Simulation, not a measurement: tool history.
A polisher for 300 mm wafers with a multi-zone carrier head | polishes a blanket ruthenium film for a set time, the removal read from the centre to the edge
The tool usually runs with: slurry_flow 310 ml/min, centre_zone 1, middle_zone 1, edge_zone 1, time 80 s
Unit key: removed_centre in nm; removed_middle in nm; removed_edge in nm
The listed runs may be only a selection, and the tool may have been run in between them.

run	hour	slurry_flow	centre_zone	middle_zone	edge_zone	time	wafers since the last listed run	wafers polished on this pad	hours since the slurry nozzle was cleaned	hours since the centre zone pressure was calibrated	hours since the edge zone pressure was calibrated	hours since the carrier head's membrane was replaced	incoming thickness of the incoming film, nm	removed_centre	removed_middle	removed_edge
1	0	310	1	1	1	80	0	4281	322.5	602	544.5	450.5	259.2	85.7	80	79.7
# hour 18.6: worn pad replaced by a new one
2	57.9	310	1	1	1	80	441	322	380.4	659.9	602.4	508.4	259.8	86.2	80.8	80.3
3	98.1	310	0.95	1	1	80	329	651	420.6	700.1	642.6	548.6	254.6	84.3	79.9	79.5
4	205.7	310	0.95	1	1	80	881	1533	528.2	807.7	750.2	656.2	258.6	82.6	80.4	80.4
5	301.5	310	1	1	1	80	785	2318	624	903.5	846	752	257.1	87	81.2	80.8
# hour 385.5: slurry nozzle cleaned
6	386	215	1	1	1	80	684	3003	0.5	988	930.5	836.5	258.9	83.1	76.9	76
# hour 394.3: carrier head's membrane replaced by a new one
7	421.5	310	1	1	1.03	80	250	3253	36	1023.5	966	27.2	259	86.3	80.3	81.1
# hour 436.7: centre zone pressure recalibrated
# hour 491.1: worn pad replaced by a new one
8	499	360	1	1	0.92	93	586	64	113.5	62.3	1043.5	104.7	260.5	100	94.5	91.4
9	587.6	310	1	1	1	107	726	790	202.1	150.9	1132.1	193.3	254.8	110.4	108.1	106.5
10	654.5	310	1	1	1	80	548	1339	269	217.8	1199	260.2	258.4	84.6	79.5	81.4
11	758.4	310	1	1	1	80	851	2190	372.9	321.7	1302.9	364.1	264	85.1	81.1	80.2
12	815	310	1	1	0.88	53	463	2654	429.5	378.3	1359.5	420.7	261.7	56.2	53.5	49.6
13	856.6	310	1	0.9	1	96	340	2995	471.1	419.9	1401.1	462.3	260.4	102.9	88	96.4
14	926.1	310	1	1	1.11	70	569	3565	540.6	489.4	1470.6	531.8	263.4	74.4	70.9	74.5
15	994.9	310	1	0.94	1	80	563	4129	609.4	558.2	1539.4	600.6	261	86.3	75.9	80.3
# hour 1011.8: edge zone pressure recalibrated
# hour 1029.6: worn pad replaced by a new one
16	1065.1	310	0.93	1	1	99	526	291	679.6	628.4	53.3	670.8	258.7	101.8	100.2	99.8
# hour 1076.4: carrier head's membrane replaced by a new one
# hour 1103.7: slurry nozzle cleaned
17	1123.5	310	1	1	1	80	429	720	19.8	686.8	111.7	47.1	260.6	86.3	80.4	79
18	1219.8	310	1	1	1	86	789	1510	116.1	783.1	208	143.4	260.9	93.2	86.5	85.9
19	1322.1	310	1	0.9	1	96	838	2348	218.4	885.4	310.3	245.7	257.5	103.4	88.5	98.4
# hour 1347.9: centre zone pressure recalibrated
20	1402.5	310	1	1	1	80	642	2991	298.8	54.6	390.7	326.1	263.2	80.9	80.9	80.4
21	1509.4	310	0.95	0.97	1	80	876	3867	405.7	161.5	497.6	433	262.9	79.8	77.9	79.4
# hour 1571: worn pad replaced by a new one
22	1598.2	310	0.95	1	0.89	71	695	222	494.5	250.3	586.4	521.8	258	72.5	72.3	67.4
23	1667.8	310	1.05	1.11	1	93	570	793	564.1	319.9	656	591.4	258.7	104.6	103.8	93.9

Alternative continuations, all from the tool just after run 23; predict every row:
A	1668.3	310	0.91	1	1	80	4	797	564.6	320.4	656.5	591.9	257.4	?	?	?
B	1668.3	250	1	1	1	80	4	797	564.6	320.4	656.5	591.9	257.4	?	?	?
C	1668.3	340	1	1.07	1	102	4	797	564.6	320.4	656.5	591.9	257.4	?	?	?

run	removed_centre	removed_middle	removed_edge
A	79.6	81.5	79.6
B	82.9	79.4	78.1
C	109.9	111	102.1
What these runs would have given with no unlogged condition in the tool:
run	removed_centre	removed_middle	removed_edge
A	76.2	81.5	79.6
B	79.4	79.4	78.1
C	105.2	111	102.1

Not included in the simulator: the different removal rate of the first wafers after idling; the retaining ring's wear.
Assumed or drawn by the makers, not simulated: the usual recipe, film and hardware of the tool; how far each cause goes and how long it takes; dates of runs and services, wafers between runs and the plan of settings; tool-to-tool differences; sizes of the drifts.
